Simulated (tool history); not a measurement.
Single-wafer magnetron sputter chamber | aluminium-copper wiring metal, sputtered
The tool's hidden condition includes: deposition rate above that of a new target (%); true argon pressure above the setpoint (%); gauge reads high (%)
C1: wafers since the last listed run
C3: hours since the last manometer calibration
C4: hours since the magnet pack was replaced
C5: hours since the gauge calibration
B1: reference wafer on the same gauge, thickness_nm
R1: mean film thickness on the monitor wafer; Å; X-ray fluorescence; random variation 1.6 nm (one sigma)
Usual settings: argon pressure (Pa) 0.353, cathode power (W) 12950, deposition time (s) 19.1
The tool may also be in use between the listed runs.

{"run": 1, "hour": 0.0, "argon pressure (Pa)": 0.424, "cathode power (W)": 12950, "deposition time (s)": 19.1, "C1": 0, "wafers on the sputter target": 6940, "C3": 1905, "C4": 8275.5, "C5": 1485.5, "B1": 438.018, "R1": 4609.07}
{"run": 2, "hour": 29.1, "argon pressure (Pa)": 0.353, "cathode power (W)": 12950, "deposition time (s)": 19.1, "C1": 916, "wafers on the sputter target": 7856, "C3": 1934.1, "C4": 8304.6, "C5": 1514.6, "B1": 437.395, "R1": 4812.14}
{"run": 3, "hour": 149.4, "argon pressure (Pa)": 0.353, "cathode power (W)": 12950, "deposition time (s)": 19.1, "C1": 3789, "wafers on the sputter target": 11645, "C3": 2054.4, "C4": 8424.9, "C5": 1634.9, "B1": 437.602, "R1": 4780.84}
{"run": 4, "hour": 196.9, "argon pressure (Pa)": 0.353, "cathode power (W)": 12950, "deposition time (s)": 19.1, "C1": 1496, "wafers on the sputter target": 13142, "C3": 2101.9, "C4": 8472.4, "C5": 1682.4, "B1": 437.633, "R1": 4779.26}
{"hour": 231.9, "done": "sputter target and shields replaced"}
{"run": 5, "hour": 232.4, "argon pressure (Pa)": 0.353, "cathode power (W)": 12950, "deposition time (s)": 19.1, "C1": 866, "wafers on the sputter target": 14, "C3": 2137.4, "C4": 8507.9, "C5": 1717.9, "B1": 437.155, "R1": 4791.57}
{"run": 6, "hour": 265.2, "argon pressure (Pa)": 0.353, "cathode power (W)": 12950, "deposition time (s)": 19.1, "C1": 1033, "wafers on the sputter target": 1048, "C3": 2170.2, "C4": 8540.7, "C5": 1750.7, "B1": 437.245, "R1": 4779.71}
{"run": 7, "hour": 298.1, "argon pressure (Pa)": 0.353, "cathode power (W)": 12950, "deposition time (s)": 21.6, "C1": 1036, "wafers on the sputter target": 2084, "C3": 2203.1, "C4": 8573.6, "C5": 1783.6, "B1": 436.751, "R1": 5420.38}
{"run": 8, "hour": 330.9, "argon pressure (Pa)": 0.353, "cathode power (W)": 12950, "deposition time (s)": 21.6, "C1": 1033, "wafers on the sputter target": 3117, "C3": 2235.9, "C4": 8606.4, "C5": 1816.4, "B1": 436.743, "R1": 5418.7}
{"run": 9, "hour": 364.8, "argon pressure (Pa)": 0.353, "cathode power (W)": 12950, "deposition time (s)": 21.6, "C1": 1067, "wafers on the sputter target": 4185, "C3": 2269.8, "C4": 8640.3, "C5": 1850.3, "B1": 436.665, "R1": 5434.65}
{"run": 10, "hour": 417.9, "argon pressure (Pa)": 0.353, "cathode power (W)": 14100, "deposition time (s)": 21.4, "C1": 1672, "wafers on the sputter target": 5857, "C3": 2322.9, "C4": 8693.4, "C5": 1903.4, "B1": 436.353, "R1": 5808.4}
{"run": 11, "hour": 476.8, "argon pressure (Pa)": 0.353, "cathode power (W)": 14100, "deposition time (s)": 21.4, "C1": 1855, "wafers on the sputter target": 7713, "C3": 2381.8, "C4": 8752.3, "C5": 1962.3, "B1": 435.59, "R1": 5827.42}
{"run": 12, "hour": 507.8, "argon pressure (Pa)": 0.353, "cathode power (W)": 12950, "deposition time (s)": 19.1, "C1": 976, "wafers on the sputter target": 8689, "C3": 2412.8, "C4": 8783.3, "C5": 1993.3, "B1": 436.31, "R1": 4774.2}
{"run": 13, "hour": 564.1, "argon pressure (Pa)": 0.353, "cathode power (W)": 12950, "deposition time (s)": 19.1, "C1": 1773, "wafers on the sputter target": 10462, "C3": 2469.1, "C4": 8839.6, "C5": 2049.6, "B1": 435.885, "R1": 4776.25}
{"hour": 574.8, "done": "magnet pack replaced"}
{"run": 14, "hour": 588.5, "argon pressure (Pa)": 0.404, "cathode power (W)": 12950, "deposition time (s)": 19.1, "C1": 516, "wafers on the sputter target": 10979, "C3": 2493.5, "C4": 13.7, "C5": 2074, "B1": 436.106, "R1": 4622.24}
{"run": 15, "hour": 647.6, "argon pressure (Pa)": 0.353, "cathode power (W)": 10300, "deposition time (s)": 19.1, "C1": 1861, "wafers on the sputter target": 12841, "C3": 2552.6, "C4": 72.8, "C5": 2133.1, "B1": 435.799, "R1": 3809.67}
{"hour": 686.4, "done": "capacitance manometer re-zeroed and calibrated"}
{"hour": 687.7, "done": "sputter target and shields replaced"}
{"run": 16, "hour": 688.2, "argon pressure (Pa)": 0.413, "cathode power (W)": 14700, "deposition time (s)": 18, "C1": 986, "wafers on the sputter target": 16, "C3": 1.8, "C4": 113.4, "C5": 2173.7, "B1": 435.174, "R1": 4932.21}
{"run": 17, "hour": 714.7, "argon pressure (Pa)": 0.237, "cathode power (W)": 10550, "deposition time (s)": 22, "C1": 834, "wafers on the sputter target": 850, "C3": 28.3, "C4": 139.9, "C5": 2200.2, "B1": 436.058, "R1": 4852.4}
{"run": 18, "hour": 761.4, "argon pressure (Pa)": 0.298, "cathode power (W)": 14400, "deposition time (s)": 18.1, "C1": 1470, "wafers on the sputter target": 2321, "C3": 75, "C4": 186.6, "C5": 2246.9, "B1": 435.797, "R1": 5210.99}
{"run": 19, "hour": 825.4, "argon pressure (Pa)": 0.432, "cathode power (W)": 15500, "deposition time (s)": 17.1, "C1": 2015, "wafers on the sputter target": 4337, "C3": 139, "C4": 250.6, "C5": 2310.9, "B1": 435.633, "R1": 4870.14}
{"run": 20, "hour": 862.0, "argon pressure (Pa)": 0.353, "cathode power (W)": 12950, "deposition time (s)": 16.8, "C1": 1152, "wafers on the sputter target": 5490, "C3": 175.6, "C4": 287.2, "C5": 2347.5, "B1": 434.792, "R1": 4192.42}
{"run": 21, "hour": 932.6, "argon pressure (Pa)": 0.313, "cathode power (W)": 9950, "deposition time (s)": 19.1, "C1": 2223, "wafers on the sputter target": 7714, "C3": 246.2, "C4": 357.8, "C5": 2418.1, "B1": 434.983, "R1": 3769.41}
{"run": 22, "hour": 993.2, "argon pressure (Pa)": 0.39, "cathode power (W)": 12950, "deposition time (s)": 17.6, "C1": 1908, "wafers on the sputter target": 9623, "C3": 306.8, "C4": 418.4, "C5": 2478.7, "B1": 434.273, "R1": 4310.77}
{"run": 23, "hour": 1061.1, "argon pressure (Pa)": 0.282, "cathode power (W)": 12950, "deposition time (s)": 15.9, "C1": 2138, "wafers on the sputter target": 11761, "C3": 374.7, "C4": 486.3, "C5": 2546.6, "B1": 434.811, "R1": 4168.53}
{"hour": 1077.1, "done": "gauge calibrated"}
{"run": 24, "hour": 1126.6, "argon pressure (Pa)": 0.353, "cathode power (W)": 11950, "deposition time (s)": 19.1, "C1": 2063, "wafers on the sputter target": 13825, "C3": 440.2, "C4": 551.8, "C5": 49.5, "B1": 442.153, "R1": 4461.2}
{"hour": 1142.3, "done": "sputter target and shields replaced"}
{"run": 25, "hour": 1184.4, "argon pressure (Pa)": 0.353, "cathode power (W)": 13950, "deposition time (s)": 19.1, "C1": 1568, "wafers on the sputter target": 1324, "C3": 498, "C4": 609.6, "C5": 107.3, "B1": 441.75, "R1": 5216.75}
{"run": 26, "hour": 1317.2, "argon pressure (Pa)": 0.353, "cathode power (W)": 10450, "deposition time (s)": 16.5, "C1": 4182, "wafers on the sputter target": 5507, "C3": 630.8, "C4": 742.4, "C5": 240.1, "B1": 441.26, "R1": 3382.19}
{"run": 27, "hour": 1341.7, "argon pressure (Pa)": 0.353, "cathode power (W)": 12950, "deposition time (s)": 19.1, "C1": 771, "wafers on the sputter target": 6279, "C3": 655.3, "C4": 766.9, "C5": 264.6, "B1": 441.216, "R1": 4834.33}
{"run": 28, "hour": 1384.7, "argon pressure (Pa)": 0.353, "cathode power (W)": 12950, "deposition time (s)": 19.1, "C1": 1354, "wafers on the sputter target": 7633, "C3": 698.3, "C4": 809.9, "C5": 307.6, "B1": 441.183, "R1": 4859.75}
{"run": 29, "hour": 1445.5, "argon pressure (Pa)": 0.353, "cathode power (W)": 12950, "deposition time (s)": 19.1, "C1": 1915, "wafers on the sputter target": 9549, "C3": 759.1, "C4": 870.7, "C5": 368.4, "B1": 440.505, "R1": 4818.03}
{"hour": 1610.5, "done": "sputter target and shields replaced"}
{"run": 30, "hour": 1630.9, "argon pressure (Pa)": 0.235, "cathode power (W)": 14200, "deposition time (s)": 21, "C1": 5587, "wafers on the sputter target": 641, "C3": 944.5, "C4": 1056.1, "C5": 553.8, "B1": 440.088, "R1": 6276.45}
{"run": 31, "hour": 1673.8, "argon pressure (Pa)": 0.353, "cathode power (W)": 10900, "deposition time (s)": 22.9, "C1": 1351, "wafers on the sputter target": 1992, "C3": 987.4, "C4": 1099, "C5": 596.7, "B1": 440.181, "R1": 4869.11}
{"run": 32, "hour": 1718.0, "argon pressure (Pa)": 0.353, "cathode power (W)": 12950, "deposition time (s)": 19.1, "C1": 1392, "wafers on the sputter target": 3385, "C3": 1031.6, "C4": 1143.2, "C5": 640.9, "B1": 439.724, "R1": 4816.84}
{"run": 33, "hour": 1784.7, "argon pressure (Pa)": 0.353, "cathode power (W)": 10000, "deposition time (s)": 21.1, "C1": 2100, "wafers on the sputter target": 5486, "C3": 1098.3, "C4": 1209.9, "C5": 707.6, "B1": 439.922, "R1": 4123.94}
{"run": 34, "hour": 1833.9, "argon pressure (Pa)": 0.463, "cathode power (W)": 10500, "deposition time (s)": 19.1, "C1": 1549, "wafers on the sputter target": 7035, "C3": 1147.5, "C4": 1259.1, "C5": 756.8, "B1": 439.572, "R1": 3657.21}

Predict each of these 4 candidate next runs independently; none follows another, all start after run 34:
{"run": "A", "hour": 1834.3, "argon pressure (Pa)": 0.353, "cathode power (W)": 12950, "deposition time (s)": 19.1, "C1": 12, "wafers on the sputter target": 7048, "C3": 1147.9, "C4": 1259.5, "C5": 757.2, "B1": "?", "R1": "?"}
{"run": "B", "hour": 1834.3, "argon pressure (Pa)": 0.437, "cathode power (W)": 16000, "deposition time (s)": 16, "C1": 12, "wafers on the sputter target": 7048, "C3": 1147.9, "C4": 1259.5, "C5": 757.2, "B1": "?", "R1": "?"}
{"run": "C", "hour": 1834.3, "argon pressure (Pa)": 0.353, "cathode power (W)": 14250, "deposition time (s)": 17.3, "C1": 12, "wafers on the sputter target": 7048, "C3": 1147.9, "C4": 1259.5, "C5": 757.2, "B1": "?", "R1": "?"}
{"run": "D", "hour": 1834.3, "argon pressure (Pa)": 0.353, "cathode power (W)": 12950, "deposition time (s)": 21, "C1": 12, "wafers on the sputter target": 7048, "C3": 1147.9, "C4": 1259.5, "C5": 757.2, "B1": "?", "R1": "?"}

run=A B1=439.403 R1=4828.99
run=B B1=439.403 R1=4751
run=C B1=439.403 R1=4812.98
run=D B1=439.403 R1=5309.36
With no hidden state in the tool, these same runs would have given:
run=A R1=4852.54
run=B R1=4774.17
run=C R1=4836.45
run=D R1=5335.25
